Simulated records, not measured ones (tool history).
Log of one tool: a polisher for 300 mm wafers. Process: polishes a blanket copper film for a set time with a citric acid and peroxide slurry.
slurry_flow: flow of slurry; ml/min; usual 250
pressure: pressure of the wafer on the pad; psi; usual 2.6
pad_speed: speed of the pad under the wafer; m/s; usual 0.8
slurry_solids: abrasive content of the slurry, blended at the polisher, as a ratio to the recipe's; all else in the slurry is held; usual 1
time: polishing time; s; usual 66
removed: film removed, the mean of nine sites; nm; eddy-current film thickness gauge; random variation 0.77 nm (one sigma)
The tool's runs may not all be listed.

run	hour	slurry_flow	pressure	pad_speed	slurry_solids	time	wafers since the last listed run	wafers polished on this pad	hours since the slurry nozzle was cleaned	hours since the head pressure was calibrated	hours since the slurry blender was calibrated	incoming thickness of the incoming film, nm	removed
1	0	250	2.6	0.8	1	66	0	2	355.4	710	486.1	886.7	98
2	68.4	250	2.6	0.8	1	66	357	359	423.8	778.4	554.5	894.6	96.7
# hour 86.1: head pressure recalibrated
3	298.7	250	2.6	0.8	1	66	1192	1551	654.1	212.6	784.8	884.4	96
4	378.7	250	2.6	0.8	1	66	417	1969	734.1	292.6	864.8	893.3	96.1
# hour 404.9: slurry nozzle cleaned
# hour 411.6: slurry blender recalibrated
5	430.4	250	2.6	0.8	1	66	254	2223	25.5	344.3	18.8	875.4	99.4
6	495	250	2.6	0.8	1	66	337	2561	90.1	408.9	83.4	893.3	100.2
7	585.3	250	2.6	0.72	1.1	66	471	3032	180.4	499.2	173.7	873	90.9
8	651.8	250	2.6	0.8	0.85	44	347	3379	246.9	565.7	240.2	886.6	64.6
9	743.9	180	2.6	0.68	1.2	66	480	3860	339	657.8	332.3	890.9	83.6
# hour 797.9: head pressure recalibrated
# hour 816.3: worn pad replaced by a new one
10	860.8	250	2.1	0.8	1	66	579	232	455.9	62.9	449.2	870.2	79.9
11	903.2	250	2.6	0.62	1	66	221	453	498.3	105.3	491.6	880.5	76
12	984.8	200	3	0.8	1	66	426	879	579.9	186.9	573.2	870.1	106.3
13	1071.2	250	2.6	0.9	1	66	451	1330	666.3	273.3	659.6	880.9	108.9
# hour 1120.3: slurry nozzle cleaned
14	1148.1	300	3.3	0.8	1	87	396	1727	27.8	350.2	736.5	880.8	163.4
# hour 1182.5: slurry blender recalibrated
15	1188.1	330	2.6	0.8	1	66	198	1925	67.8	390.2	5.6	886.5	102.6
16	1260.8	300	2.2	0.8	1	66	379	2305	140.5	462.9	78.3	866.4	87.5
17	1328.9	190	3.4	0.8	0.75	66	355	2660	208.6	531	146.4	885.8	118.8
18	1408.1	250	2.6	1.08	1	66	413	3074	287.8	610.2	225.6	895.2	134
19	1466.8	250	2.6	0.8	1	66	306	3380	346.5	668.9	284.3	875.2	98.7
20	1522.9	250	2.6	0.8	1.3	66	292	3673	402.6	725	340.4	887.5	105.1
21	1588.6	250	1.8	0.8	1.2	66	343	4016	468.3	790.7	406.1	867.4	72.1
22	1631	170	2.1	0.8	0.9	66	221	4238	510.7	833.1	448.5	873.5	74.7
# hour 1680.4: worn pad replaced by a new one
# hour 1700.1: head pressure recalibrated
23	1796.8	250	2.6	0.92	1	66	834	597	676.5	96.7	614.3	871	112.3

The next listed run, before its measurement:
# hour 1834.3: slurry nozzle cleaned
24	1836.1	250	1.9	0.7	1	66	199	797	1.8	136	653.6	896.7	?

{"run 24": {"removed": 63.1}}
Without the tool's hidden state the same run would have given removed 65.8 nm.
